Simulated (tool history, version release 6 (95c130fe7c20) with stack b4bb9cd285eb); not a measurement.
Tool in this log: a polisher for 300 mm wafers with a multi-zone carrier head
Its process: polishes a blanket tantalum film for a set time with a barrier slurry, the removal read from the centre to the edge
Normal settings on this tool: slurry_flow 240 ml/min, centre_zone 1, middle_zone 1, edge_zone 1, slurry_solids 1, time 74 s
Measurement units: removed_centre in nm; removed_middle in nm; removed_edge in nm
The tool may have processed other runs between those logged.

| run | day | slurry_flow | centre_zone | middle_zone | edge_zone | slurry_solids | time | wafers since the last listed run | wafers polished on this pad | hours since the slurry nozzle was cleaned | hours since the centre zone pressure was calibrated | hours since the edge zone pressure was calibrated | hours since the carrier head's membrane was replaced | incoming thickness of the incoming film, nm | removed_centre | removed_middle | removed_edge |
|---|---|---|---|---|---|---|---|---|---|---|---|---|---|---|---|---|---|
| 1 | 0 | 240 | 1 | 1 | 1 | 1 | 81 | 0 | 354 | 522.4 | 803.4 | 392.9 | 1468.8 | 292.7 | 85.2 | 86.7 | 84.7 |
| 2 | 0.454 | 240 | 1 | 1 | 1 | 1 | 74 | 77 | 431 | 533.3 | 814.3 | 403.8 | 1479.7 | 287 | 78.3 | 78.6 | 76.4 |
| 3 | 0.933 | 240 | 1 | 1 | 1 | 1 | 74 | 81 | 513 | 544.8 | 825.8 | 415.3 | 1491.2 | 293.7 | 76.8 | 79.1 | 78.3 |
| 4 | 1.462 | 240 | 1 | 1 | 1 | 1 | 74 | 90 | 603 | 557.5 | 838.5 | 428 | 1503.9 | 294 | 78.1 | 78.6 | 76.5 |
| 5 | 1.954 | 240 | 1 | 1 | 1 | 1 | 74 | 83 | 687 | 569.3 | 850.3 | 439.8 | 1515.7 | 289.9 | 78.2 | 78.5 | 75 |
| 6 | 2.483 | 240 | 1 | 1 | 1 | 1 | 74 | 90 | 777 | 582 | 863 | 452.5 | 1528.4 | 288.9 | 80.2 | 77.5 | 78.3 |
|  | 2.692 | slurry nozzle cleaned |
| 7 | 3.092 | 240 | 1 | 1 | 1 | 1 | 74 | 96 | 873 | 9.6 | 877.6 | 467.1 | 1543 | 285.6 | 79.6 | 79.7 | 78.3 |
|  | 3.379 | carrier head's membrane replaced by a new one |
|  | 3.383 | worn pad replaced by a new one |
| 8 | 3.779 | 240 | 1 | 1 | 1 | 1 | 74 | 81 | 67 | 26.1 | 894.1 | 483.6 | 9.6 | 283.5 | 79.5 | 79.3 | 77.1 |
| 9 | 4.267 | 240 | 1 | 1 | 1 | 1 | 74 | 83 | 150 | 37.8 | 905.8 | 495.3 | 21.3 | 287.5 | 78.7 | 79.7 | 76.3 |

Run 10 is up next; what results do you expect?
| 10 | 4.688 | 240 | 1 | 1.08 | 1 | 0.8 | 74 | 71 | 222 | 47.9 | 915.9 | 505.4 | 31.4 | 289 | ? | ? | ? |

Logged for run 10: removed_centre 70.8 nm, removed_middle 79 nm, removed_edge 72.1 nm.
Were there no unlogged condition in the tool, this run, its random variation unchanged, would have produced removed_centre 70.8 nm, removed_middle 79 nm, removed_edge 72.1 nm.

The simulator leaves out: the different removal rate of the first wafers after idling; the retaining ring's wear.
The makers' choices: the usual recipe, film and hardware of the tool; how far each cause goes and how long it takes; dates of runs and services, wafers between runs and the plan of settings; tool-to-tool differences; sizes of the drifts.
